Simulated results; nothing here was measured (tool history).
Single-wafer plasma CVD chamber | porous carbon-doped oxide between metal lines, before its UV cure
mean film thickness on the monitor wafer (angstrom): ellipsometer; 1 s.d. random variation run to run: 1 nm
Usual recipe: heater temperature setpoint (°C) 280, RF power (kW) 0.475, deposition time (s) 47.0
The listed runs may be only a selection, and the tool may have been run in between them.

run     day  heater temperature setpoint (°C)  RF power (kW)  deposition time (s)  read-back reference wafer on the same gauge, thickness_nm  mean film thickness on the monitor wafer (angstrom)
  1   0.000                               280          0.475                 47.0                                                    265.094                                              2659.00
  2   0.412                               280          0.475                 47.0                                                    265.106                                              2643.47
  3   0.671                               280          0.475                 47.0                                                    265.203                                              2649.45
  4   1.375                               280          0.475                 47.0                                                    264.933                                              2635.67
  5   1.838                               280          0.475                 47.0                                                    265.265                                              2650.19
  6   2.283                               280          0.475                 47.0                                                    265.194                                              2620.99
  7   2.567                               280          0.475                 41.9                                                    265.174                                              2344.37
  8   3.033                               280          0.475                 41.9                                                    265.211                                              2355.11
  9   5.175                               280          0.475                 41.9                                                    265.070                                              2367.79
      5.679  -- RF generator calibrated
 10   5.700                               280          0.475                 47.0                                                    264.872                                              2541.01
 11   5.742                               280          0.475                 47.0                                                    265.362                                              2531.11
 12   6.242                               280          0.475                 47.0                                                    264.957                                              2541.40
 13   6.971                               280          0.475                 47.0                                                    264.915                                              2536.72
 14   7.400                               280          0.475                 47.0                                                    264.720                                              2548.37
 15   7.750                               280          0.565                 47.0                                                    264.685                                              2851.45
 16   8.188                               266          0.535                 52.7                                                    264.455                                              3385.65
      8.650  -- showerhead replaced
 17   8.671                               290          0.500                 55.9                                                    264.838                                              2941.11
      9.150  -- RF generator calibrated, repeated, since the last time left the tool worse
      9.200  -- thermocouple changed; heater temperature recalibrated
 18   9.221                               280          0.475                 47.0                                                    265.049                                              2745.83
 19   9.612                               271          0.430                 42.1                                                    264.572                                              2401.21
 20  10.246                               280          0.475                 47.0                                                    264.985                                              2723.53
 21  10.546                               280          0.380                 47.0                                                    265.203                                              2326.23
 22  10.838                               280          0.445                 47.0                                                    264.813                                              2605.94
     10.854  -- gauge calibrated
 23  11.129                               271          0.475                 47.0                                                    264.880                                              2880.02

What does the tool deliver on the next run?
 24  11.446                               280          0.475                 47.0                                                          ?                                                    ?

Run 24 gave read-back reference wafer on the same gauge, thickness_nm 264.992, mean film thickness on the monitor wafer (angstrom) 2733.99.
On a tool with no hidden condition, and with the same random variation, this run would have come out at mean film thickness on the monitor wafer (angstrom) 2749.27.
